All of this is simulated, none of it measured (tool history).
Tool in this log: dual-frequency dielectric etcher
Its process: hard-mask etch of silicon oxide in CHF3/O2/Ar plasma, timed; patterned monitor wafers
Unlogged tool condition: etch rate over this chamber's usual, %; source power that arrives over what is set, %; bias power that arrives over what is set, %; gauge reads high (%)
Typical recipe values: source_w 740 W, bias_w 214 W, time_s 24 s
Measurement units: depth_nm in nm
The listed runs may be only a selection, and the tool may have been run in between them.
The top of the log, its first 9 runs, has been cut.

run,day,source_w,bias_w,time_s,wafers since the last listed run,hours since the last wet clean,hours since the last source power generator calibration,hours since the last bias power generator calibration,hours since the last upper electrode change,hours since the gauge calibration,"read-back reference wafer on the same gauge, depth_nm",depth_nm
10,5.871,740,214,24,4,0.8,2350.9,2977,80.5,51.9,56.3,50.3
11,6.029,740,214,28,56,4.6,2354.7,2980.8,84.3,55.7,56.2,58.3
# day 6.675: bias power generator calibrated
12,6.75,740,214,24,197,21.9,2372,1.8,101.6,73,56.2,50.1
13,7.408,800,214,24,234,37.7,2387.8,17.6,117.4,88.8,56.3,51.8
14,7.696,740,214,24,102,44.6,2394.7,24.5,124.3,95.7,56.3,49.9
# day 8.088: source power generator calibrated
15,8.296,740,214,24,154,59,5,38.9,138.7,110.1,56.4,49.7
16,8.825,900,214,24,188,71.7,17.7,51.6,151.4,122.8,56.4,54.9
17,9.358,600,264,28.5,190,84.5,30.5,64.4,164.2,135.6,56.3,60.1
18,9.738,740,254,26,135,93.6,39.6,73.5,173.3,144.7,56.3,59.6
19,10.25,920,214,24,182,105.9,51.9,85.8,185.6,157,56.4,55.6
20,10.846,740,259,21,212,120.2,66.2,100.1,199.9,171.3,56.3,48.9
21,11.117,580,186,24,96,126.7,72.7,106.6,206.4,177.8,56.3,41.1
22,11.433,810,164,29.5,112,134.3,80.3,114.2,214,185.4,56.2,56.3
23,12.162,820,176,27,260,151.8,97.8,131.7,231.5,202.9,56.3,53.9
24,12.471,740,214,24,109,159.2,105.2,139.1,238.9,210.3,56.3,50.4
25,13.142,740,264,24,239,175.3,121.3,155.2,255,226.4,56.2,56.6
26,13.675,740,214,21,190,188.1,134.1,168,267.8,239.2,56.3,44.1
27,14.192,740,196,17,184,200.5,146.5,180.4,280.2,251.6,56.4,34.2
28,14.621,800,177,29,153,210.8,156.8,190.7,290.5,261.9,56.2,57.6
29,15.004,800,191,24,136,220,166,199.9,299.7,271.1,56.3,49.7
30,15.4,740,214,24,141,229.5,175.5,209.4,309.2,280.6,56.3,50.9
31,15.888,670,184,24,173,241.2,187.2,221.1,320.9,292.3,56.3,44.4

3 options for the next run, each taken on its own from the tool as it stands now. Forecast them:
A,15.904,740,214,18.5,5,241.6,187.6,221.5,321.3,292.7,?,?
B,15.904,740,214,30.5,5,241.6,187.6,221.5,321.3,292.7,?,?
C,15.904,740,214,26,5,241.6,187.6,221.5,321.3,292.7,?,?

run,"read-back reference wafer on the same gauge, depth_nm",depth_nm
A,56.4,39.1
B,56.4,64.5
C,56.4,55
Take away the tool's hidden state, keep each run's random variation, and the runs would have read:
run,depth_nm
A,38.1
B,62.9
C,53.6
